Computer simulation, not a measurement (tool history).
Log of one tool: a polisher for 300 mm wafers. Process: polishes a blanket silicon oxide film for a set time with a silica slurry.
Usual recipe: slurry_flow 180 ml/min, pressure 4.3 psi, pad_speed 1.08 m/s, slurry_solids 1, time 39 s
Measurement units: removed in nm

run	hour	slurry_flow	pressure	pad_speed	slurry_solids	time	incoming thickness of the incoming film, nm	removed
1	0	180	4.3	1.08	1	39	1425	114.2
2	82	180	4.3	1.08	1	39	1407.7	112.4
# hour 101.1: worn pad replaced by a new one, of another model than before
3	278	180	4.3	1.08	1	46	1413.3	130.3
# hour 302.7: slurry nozzle cleaned
4	361.1	240	5.7	1.08	1	28	1409.9	97.3
# hour 407.3: head pressure recalibrated
5	424.8	180	4.3	0.9	1	49	1401.5	126.8
6	514.6	180	4.3	0.98	1	26	1398.9	67.1
# hour 555.4: slurry blender recalibrated
7	584.2	180	4.3	0.74	1	52	1396.6	119.7
8	640.8	180	4.3	1.08	1	39	1409.8	107.8
9	687.3	180	4.3	1.08	1.25	39	1391.4	118.4
10	762.8	180	3	1.08	0.9	39	1401	83.1
11	811.4	180	4.3	1.08	1	48	1422.3	129.1
# hour 857.2: conditioning disc replaced and pad reconditioned
# hour 885.2: worn pad replaced by a new one
12	889.7	180	5.7	1.38	1.15	53	1430.4	234.2
13	946.3	180	4.3	1.08	1	39	1427.4	115.8
14	1041.8	120	3.2	1.08	0.85	39	1382.5	88.2
15	1136.7	115	4.3	1.08	1.25	31	1399.9	94.8
# hour 1145.2: slurry nozzle cleaned
16	1237.7	180	5.3	1.08	1	39	1416.7	128.3
# hour 1316.6: head pressure recalibrated
17	1332.4	180	4.3	1.08	1	39	1401.5	109.9
18	1373.9	180	4.3	1.08	1	34	1414.9	95.8
19	1475.3	180	4.3	1.08	1	46	1395.2	128
# hour 1482.5: slurry blender recalibrated
20	1580	180	4.3	1.08	0.7	31	1402.6	71.2
21	1631.2	180	4.3	0.86	1.25	39	1416.8	106.6
22	1694.2	130	4.3	1.08	0.7	39	1416.7	86.9
# hour 1736.3: worn pad replaced by a new one
23	1760.8	130	4.3	1.24	1	39	1380.2	110.5
# hour 1765.8: conditioning disc replaced and pad reconditioned
24	1846.3	180	5.1	1.08	0.85	39	1419.7	118.5
25	1882.7	180	3.6	1.08	1	48	1395	129

A few steps of removed between consecutive runs. Split each: what settings, incoming material and random variation would produce without the hidden state, and what is left over for the hidden state, along with gauge scatter present in only one of the two compared results (measured, and without hidden state):
Unlogged tool condition in this case: removal rate lost through wear of the pad, %; slurry flow missing at the pad, %; deviation of the head's pressure from its setpoint, %; abrasive missing from the slurry, %; time polished since the conditioner stopped cutting, s.
Run 11 -> 12: pressure 4.3 -> 5.7, pad_speed 1.08 -> 1.38, slurry_solids 1 -> 1.15, time 48 -> 53, conditioning disc replaced and pad reconditioned, worn pad replaced by a new one. removed +105.1 nm: hidden state +11.4, all else +93.7.
Run 12 -> 13: pressure 5.7 -> 4.3, pad_speed 1.38 -> 1.08, slurry_solids 1.15 -> 1, time 53 -> 39. removed -118.4 nm: hidden state +1.4, all else -119.8.
Run 23 -> 24: slurry_flow 130 -> 180, pressure 4.3 -> 5.1, pad_speed 1.24 -> 1.08, slurry_solids 1 -> 0.85, conditioning disc replaced and pad reconditioned. removed +8 nm: hidden state +9.7, all else -1.7.
